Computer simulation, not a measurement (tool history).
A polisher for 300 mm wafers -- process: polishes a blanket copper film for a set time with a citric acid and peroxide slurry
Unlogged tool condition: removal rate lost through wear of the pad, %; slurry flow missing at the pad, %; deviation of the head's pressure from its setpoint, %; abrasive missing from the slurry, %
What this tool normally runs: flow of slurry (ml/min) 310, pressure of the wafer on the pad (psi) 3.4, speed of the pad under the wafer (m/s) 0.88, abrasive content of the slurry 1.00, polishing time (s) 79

run,hour,flow of slurry (ml/min),pressure of the wafer on the pad (psi),speed of the pad under the wafer (m/s),abrasive content of the slurry,polishing time (s),wafers since the last listed run,wafers polished on this pad,hours since the slurry nozzle was cleaned,hours since the head pressure was calibrated,hours since the slurry blender was calibrated,"incoming thickness of the incoming film, nm",film removed (Å)
1,0.0,310,3.4,0.88,1.00,79,0,1012,315.1,629.8,191.1,783.6,1696
2,24.4,310,3.4,0.88,1.00,79,243,1255,339.5,654.2,215.5,757.9,1710
3,55.7,310,3.8,0.88,1.00,88,312,1568,370.8,685.5,246.8,762.9,2103
# hour 87.7: worn pad replaced by a new one
# hour 106.5: slurry blender recalibrated
4,112.7,310,3.4,0.88,1.00,79,509,229,427.8,742.5,6.2,764.5,1667
# hour 132.8: slurry nozzle cleaned
5,144.6,350,3.4,0.88,1.00,79,308,538,11.8,774.4,38.1,779.5,1786
6,198.3,350,3.4,0.88,1.00,79,536,1075,65.5,828.1,91.8,764.5,1751
7,229.7,285,3.4,0.88,1.00,79,313,1389,96.9,859.5,123.2,777.1,1743
8,277.5,310,3.4,0.88,1.00,79,477,1867,144.7,907.3,171.0,764.9,1776
# hour 312.7: worn pad replaced by a new one
9,335.5,225,3.4,0.88,1.00,66,539,228,202.7,965.3,229.0,775.7,1394
10,396.4,405,2.2,0.88,1.25,51,608,837,263.6,1026.2,289.9,762.2,813
# hour 449.5: slurry blender recalibrated
# hour 461.3: head pressure recalibrated
# hour 528.1: worn pad replaced by a new one
11,602.3,310,3.8,0.88,1.00,88,1978,741,469.5,141.0,152.8,774.8,2051
12,636.8,310,3.4,0.88,1.30,79,344,1086,504.0,175.5,187.3,769.0,1739
13,700.1,310,3.4,0.80,1.00,103,632,1719,567.3,238.8,250.6,766.6,1897
# hour 701.6: slurry nozzle cleaned
# hour 729.9: worn pad replaced by a new one
# hour 754.9: slurry blender recalibrated
14,759.8,310,3.4,0.88,1.00,79,526,278,58.2,298.5,4.9,758.3,1820
15,829.3,310,3.4,0.98,1.00,53,694,973,127.7,368.0,74.4,767.0,1343
# hour 933.2: worn pad replaced by a new one
16,947.4,310,3.4,1.02,0.75,79,1140,141,245.8,486.1,192.5,783.5,1898
17,981.3,370,4.3,0.88,1.00,103,338,480,279.7,520.0,226.4,758.6,2893

Here are 3 independent what-if runs from the current tool condition. What would each one return?
A,981.7,310,3.4,0.88,1.00,79,3,484,280.1,520.4,226.8,778.8,?
B,981.7,310,3.4,1.08,1.00,79,3,484,280.1,520.4,226.8,778.8,?
C,981.7,360,4.3,1.14,1.00,60,3,484,280.1,520.4,226.8,778.8,?

run,film removed (Å)
A,1706
B,2085
C,2107
What these runs would have given with no unlogged condition in the tool:
run,film removed (Å)
A,1761
B,2151
C,2165
